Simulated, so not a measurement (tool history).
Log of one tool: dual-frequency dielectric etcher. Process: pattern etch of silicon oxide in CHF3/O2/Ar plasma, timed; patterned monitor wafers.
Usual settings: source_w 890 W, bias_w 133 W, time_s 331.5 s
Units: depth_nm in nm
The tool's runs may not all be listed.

| run | day | source_w | bias_w | time_s | read-back reference wafer on the same gauge, depth_nm | depth_nm |
|---|---|---|---|---|---|---|
| 1 | 0.000 | 990 | 133 | 331.5 | 668.9 | 759.4 |
| 2 | 1.600 | 890 | 133 | 260.5 | 668.8 | 572.8 |
| 3 | 3.900 | 890 | 133 | 331.5 | 669.5 | 727.1 |
|  | 5.683 | wet clean of the chamber |
| 4 | 6.062 | 890 | 133 | 331.5 | 669.4 | 727.6 |
| 5 | 9.433 | 890 | 133 | 331.5 | 668.5 | 728.0 |
| 6 | 12.696 | 890 | 133 | 331.5 | 668.6 | 730.2 |
| 7 | 15.112 | 890 | 160 | 331.5 | 669.0 | 783.4 |
| 8 | 18.258 | 890 | 133 | 331.5 | 668.9 | 726.4 |
| 9 | 20.854 | 890 | 133 | 331.5 | 669.5 | 727.5 |
| 10 | 22.354 | 890 | 133 | 260.5 | 669.1 | 572.0 |
| 11 | 25.188 | 720 | 156 | 272.0 | 668.8 | 591.5 |
| 12 | 28.308 | 890 | 110 | 298.5 | 669.3 | 606.6 |
| 13 | 30.700 | 1090 | 116 | 233.5 | 669.1 | 526.8 |
|  | 33.788 | wet clean of the chamber |
| 14 | 34.896 | 990 | 151 | 331.5 | 668.7 | 798.3 |
| 15 | 38.425 | 890 | 121 | 404.5 | 668.6 | 856.3 |
| 16 | 41.800 | 800 | 124 | 386.5 | 669.3 | 794.2 |
| 17 | 43.546 | 750 | 133 | 331.5 | 669.8 | 682.9 |
| 18 | 47.317 | 890 | 152 | 331.5 | 668.6 | 774.4 |
|  | 51.275 | upper electrode replaced |
| 19 | 51.425 | 890 | 133 | 331.5 | 669.4 | 729.7 |
|  | 52.933 | source power generator calibrated |
| 20 | 53.475 | 890 | 133 | 430.5 | 668.4 | 947.5 |
| 21 | 57.054 | 800 | 152 | 331.5 | 668.9 | 741.9 |
| 22 | 61.358 | 830 | 114 | 385.0 | 668.8 | 774.6 |
| 23 | 63.554 | 890 | 133 | 377.5 | 669.0 | 832.5 |
|  | 67.150 | bias power generator calibrated |
|  | 67.433 | wet clean of the chamber |
| 24 | 67.792 | 890 | 148 | 413.0 | 669.2 | 948.7 |
| 25 | 71.662 | 890 | 133 | 428.5 | 668.9 | 945.7 |
| 26 | 75.567 | 830 | 104 | 331.5 | 669.4 | 640.6 |
| 27 | 78.517 | 890 | 142 | 331.5 | 669.7 | 747.6 |
|  | 79.142 | gauge calibrated |
| 28 | 81.462 | 890 | 123 | 331.5 | 668.3 | 706.2 |
| 29 | 84.683 | 890 | 133 | 331.5 | 668.9 | 726.0 |
| 30 | 87.612 | 720 | 133 | 259.0 | 668.5 | 527.2 |

4 ways to go on from here, each from the tool as it stands after run 30. What would each give?
| A | 87.633 | 890 | 151 | 331.5 | ? | ? |
| B | 87.633 | 800 | 143 | 423.0 | ? | ? |
| C | 87.633 | 680 | 118 | 392.0 | ? | ? |
| D | 87.633 | 890 | 133 | 400.0 | ? | ? |

| run | read-back reference wafer on the same gauge, depth_nm | depth_nm |
|---|---|---|
| A | 669.5 | 770.4 |
| B | 669.5 | 924.9 |
| C | 669.5 | 745.7 |
| D | 669.5 | 882.0 |
Without the tool's hidden state the same runs would have given:
| run | depth_nm |
|---|---|
| A | 770.4 |
| B | 924.9 |
| C | 745.7 |
| D | 882.0 |

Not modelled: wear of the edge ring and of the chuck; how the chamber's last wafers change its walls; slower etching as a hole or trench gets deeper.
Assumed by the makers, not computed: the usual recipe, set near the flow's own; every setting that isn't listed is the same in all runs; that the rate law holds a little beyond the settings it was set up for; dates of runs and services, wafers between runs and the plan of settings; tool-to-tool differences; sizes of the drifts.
